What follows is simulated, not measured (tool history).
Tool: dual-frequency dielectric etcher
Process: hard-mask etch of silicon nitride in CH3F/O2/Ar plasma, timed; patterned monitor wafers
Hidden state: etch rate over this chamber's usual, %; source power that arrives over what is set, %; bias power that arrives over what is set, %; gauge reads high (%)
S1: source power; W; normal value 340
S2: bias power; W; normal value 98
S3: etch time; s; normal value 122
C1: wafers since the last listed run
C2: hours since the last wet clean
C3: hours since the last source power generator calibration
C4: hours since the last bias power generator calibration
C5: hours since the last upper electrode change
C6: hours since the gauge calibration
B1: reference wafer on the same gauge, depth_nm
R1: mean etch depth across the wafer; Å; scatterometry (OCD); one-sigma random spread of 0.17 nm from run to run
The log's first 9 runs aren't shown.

run   hour   S1   S2     S3   C1     C2     C3     C4     C5     C6    B1    R1
     259.1  -- source power generator calibrated
     267.7  -- wet clean of the chamber
 10  268.2  340   98    122  404    0.5    9.1  134.6  215.9  939.7  91.3   908
     271.3  -- gauge calibrated
 11    279  340   98    122  124   11.3   19.9  145.4  226.7    7.7  91.2   906
 12  298.7  340   98    122  226     31   39.6  165.1  246.4   27.4  91.3   910
 13  354.2  290   98  157.5  638   86.5   95.1  220.6  301.9   82.9  91.2  1092
 14  426.3  280  109     95  829  158.6  167.2  292.7    374    155  91.2   665
 15  458.8  340   98    122  373  191.1  199.7  325.2  406.5  187.5  91.4   917
 16  472.2  310  114    138  154  204.5  213.1  338.6  419.9  200.9  91.3  1029
 17  495.4  340  112    122  266  227.7  236.3  361.8  443.1  224.1  91.2   946
 18  507.4  290   75    111  138  239.7  248.3  373.8  455.1  236.1  91.2   720
 19    524  340   98    122  191  256.3  264.9  390.4  471.7  252.7  91.3   918
 20  542.5  290   78    122  212  274.8  283.4  408.9  490.2  271.2  91.3   800
 21  560.1  340   98    122  202  292.4    301  426.5  507.8  288.8  91.3   918
 22  582.5  280   98    122  257  314.8  323.4  448.9  530.2  311.2  91.3   836
 23  616.2  340   84    101  387  348.5  357.1  482.6  563.9  344.9  91.3   730
 24    641  400   98    157  285  373.3  381.9  507.4  588.7  369.7  91.4  1274
 25  657.5  270   98    122  189  389.8  398.4  523.9  605.2  386.2  91.3   820
 26  686.3  260   90    122  331  418.6  427.2  552.7    634    415  91.3   792
 27  719.4  290   84    155  380  451.7  460.3  585.8  667.1  448.1  91.3  1042

Run 28 is up next; what results do you expect?
 28  742.8  410  98  122  269  475.1  483.7  609.2  690.5  471.5   ?   ?

{"run 28": {"B1": 91.4, "R1": 1006}}
Had the tool carried no hidden state, the very same run would have given R1 986 Å.
